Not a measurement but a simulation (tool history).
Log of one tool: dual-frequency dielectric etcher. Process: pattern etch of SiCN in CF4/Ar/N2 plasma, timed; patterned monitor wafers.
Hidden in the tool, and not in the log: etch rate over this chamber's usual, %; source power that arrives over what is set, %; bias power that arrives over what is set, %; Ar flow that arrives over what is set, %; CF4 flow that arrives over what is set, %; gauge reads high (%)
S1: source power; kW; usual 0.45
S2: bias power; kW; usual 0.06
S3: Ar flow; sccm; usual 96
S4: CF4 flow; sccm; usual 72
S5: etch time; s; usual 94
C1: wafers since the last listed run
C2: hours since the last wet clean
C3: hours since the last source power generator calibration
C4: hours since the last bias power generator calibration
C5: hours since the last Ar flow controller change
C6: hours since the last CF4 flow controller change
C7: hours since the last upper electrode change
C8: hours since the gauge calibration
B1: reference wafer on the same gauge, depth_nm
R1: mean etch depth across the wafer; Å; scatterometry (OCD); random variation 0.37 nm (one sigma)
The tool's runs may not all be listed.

{"run": 1, "hour": 0.0, "S1": 0.45, "S2": 0.06, "S3": 96, "S4": 72, "S5": 80, "C1": 0, "C2": 188.6, "C3": 2790.5, "C4": 3012.9, "C5": 1881, "C6": 3461.6, "C7": 3183.6, "C8": 320.9, "B1": 78.9, "R1": 674}
{"run": 2, "hour": 48.0, "S1": 0.45, "S2": 0.06, "S3": 96, "S4": 72, "S5": 80, "C1": 553, "C2": 236.6, "C3": 2838.5, "C4": 3060.9, "C5": 1929, "C6": 3509.6, "C7": 3231.6, "C8": 368.9, "B1": 79, "R1": 682}
{"hour": 126.4, "done": "wet clean of the chamber"}
{"run": 3, "hour": 139.5, "S1": 0.49, "S2": 0.06, "S3": 96, "S4": 72, "S5": 94, "C1": 778, "C2": 13.1, "C3": 2930, "C4": 3152.4, "C5": 2020.5, "C6": 3601.1, "C7": 3323.1, "C8": 460.4, "B1": 79.2, "R1": 880}
{"run": 4, "hour": 208.0, "S1": 0.49, "S2": 0.06, "S3": 96, "S4": 72, "S5": 94, "C1": 789, "C2": 81.6, "C3": 2998.5, "C4": 3220.9, "C5": 2089, "C6": 3669.6, "C7": 3391.6, "C8": 528.9, "B1": 79.3, "R1": 883}
{"run": 5, "hour": 306.4, "S1": 0.45, "S2": 0.048, "S3": 96, "S4": 72, "S5": 94, "C1": 1134, "C2": 180, "C3": 3096.9, "C4": 3319.3, "C5": 2187.4, "C6": 3768, "C7": 3490, "C8": 627.3, "B1": 79.4, "R1": 706}
{"hour": 326.1, "done": "CF4 flow controller replaced"}
{"run": 6, "hour": 412.8, "S1": 0.45, "S2": 0.048, "S3": 96, "S4": 72, "S5": 94, "C1": 1157, "C2": 286.4, "C3": 3203.3, "C4": 3425.7, "C5": 2293.8, "C6": 86.7, "C7": 3596.4, "C8": 733.7, "B1": 79.5, "R1": 719}
{"hour": 426.0, "done": "Ar flow controller replaced"}
{"hour": 476.2, "done": "bias power generator calibrated"}
{"hour": 497.5, "done": "wet clean of the chamber"}
{"run": 7, "hour": 498.0, "S1": 0.45, "S2": 0.06, "S3": 96, "S4": 72, "S5": 94, "C1": 621, "C2": 0.5, "C3": 3288.5, "C4": 21.8, "C5": 72, "C6": 171.9, "C7": 3681.6, "C8": 818.9, "B1": 79.6, "R1": 800}
{"hour": 500.3, "done": "gauge calibrated"}
{"run": 8, "hour": 520.7, "S1": 0.45, "S2": 0.06, "S3": 96, "S4": 72, "S5": 80, "C1": 261, "C2": 23.2, "C3": 3311.2, "C4": 44.5, "C5": 94.7, "C6": 194.6, "C7": 3704.3, "C8": 20.4, "B1": 77.1, "R1": 667}
{"hour": 544.6, "done": "source power generator calibrated"}
{"run": 9, "hour": 614.4, "S1": 0.45, "S2": 0.06, "S3": 96, "S4": 72, "S5": 94, "C1": 1034, "C2": 116.9, "C3": 69.8, "C4": 138.2, "C5": 188.4, "C6": 288.3, "C7": 3798, "C8": 114.1, "B1": 77.8, "R1": 791}
{"run": 10, "hour": 696.8, "S1": 0.36, "S2": 0.06, "S3": 103, "S4": 72, "S5": 94, "C1": 950, "C2": 199.3, "C3": 152.2, "C4": 220.6, "C5": 270.8, "C6": 370.7, "C7": 3880.4, "C8": 196.5, "B1": 78.3, "R1": 615}
{"hour": 758.1, "done": "upper electrode replaced"}
{"run": 11, "hour": 775.8, "S1": 0.45, "S2": 0.053, "S3": 80, "S4": 77, "S5": 104, "C1": 634, "C2": 278.3, "C3": 231.2, "C4": 299.6, "C5": 349.8, "C6": 449.7, "C7": 17.7, "C8": 275.5, "B1": 78.7, "R1": 864}
{"hour": 817.1, "done": "wet clean of the chamber"}
{"run": 12, "hour": 877.7, "S1": 0.45, "S2": 0.06, "S3": 96, "S4": 72, "S5": 94, "C1": 898, "C2": 60.6, "C3": 333.1, "C4": 401.5, "C5": 451.7, "C6": 551.6, "C7": 119.6, "C8": 377.4, "B1": 79, "R1": 800}
{"run": 13, "hour": 925.2, "S1": 0.55, "S2": 0.06, "S3": 73, "S4": 62, "S5": 94, "C1": 547, "C2": 108.1, "C3": 380.6, "C4": 449, "C5": 499.2, "C6": 599.1, "C7": 167.1, "C8": 424.9, "B1": 79.1, "R1": 997}
{"run": 14, "hour": 1021.8, "S1": 0.45, "S2": 0.071, "S3": 96, "S4": 72, "S5": 115, "C1": 1113, "C2": 204.7, "C3": 477.2, "C4": 545.6, "C5": 595.8, "C6": 695.7, "C7": 263.7, "C8": 521.5, "B1": 79.3, "R1": 1078}

Forecast each of these 4 alternatives for the next run:
{"run": "A", "hour": 1022.2, "S1": 0.45, "S2": 0.06, "S3": 96, "S4": 72, "S5": 94, "C1": 4, "C2": 205.1, "C3": 477.6, "C4": 546, "C5": 596.2, "C6": 696.1, "C7": 264.1, "C8": 521.9, "B1": "?", "R1": "?"}
{"run": "B", "hour": 1022.2, "S1": 0.45, "S2": 0.073, "S3": 96, "S4": 63, "S5": 94, "C1": 4, "C2": 205.1, "C3": 477.6, "C4": 546, "C5": 596.2, "C6": 696.1, "C7": 264.1, "C8": 521.9, "B1": "?", "R1": "?"}
{"run": "C", "hour": 1022.2, "S1": 0.35, "S2": 0.06, "S3": 96, "S4": 72, "S5": 94, "C1": 4, "C2": 205.1, "C3": 477.6, "C4": 546, "C5": 596.2, "C6": 696.1, "C7": 264.1, "C8": 521.9, "B1": "?", "R1": "?"}
{"run": "D", "hour": 1022.2, "S1": 0.45, "S2": 0.046, "S3": 105, "S4": 87, "S5": 94, "C1": 4, "C2": 205.1, "C3": 477.6, "C4": 546, "C5": 596.2, "C6": 696.1, "C7": 264.1, "C8": 521.9, "B1": "?", "R1": "?"}

run=A B1=79.3 R1=802
run=B B1=79.3 R1=866
run=C B1=79.3 R1=610
run=D B1=79.3 R1=713
Without the tool's hidden state the same runs would have given:
run=A R1=780
run=B R1=842
run=C R1=592
run=D R1=693
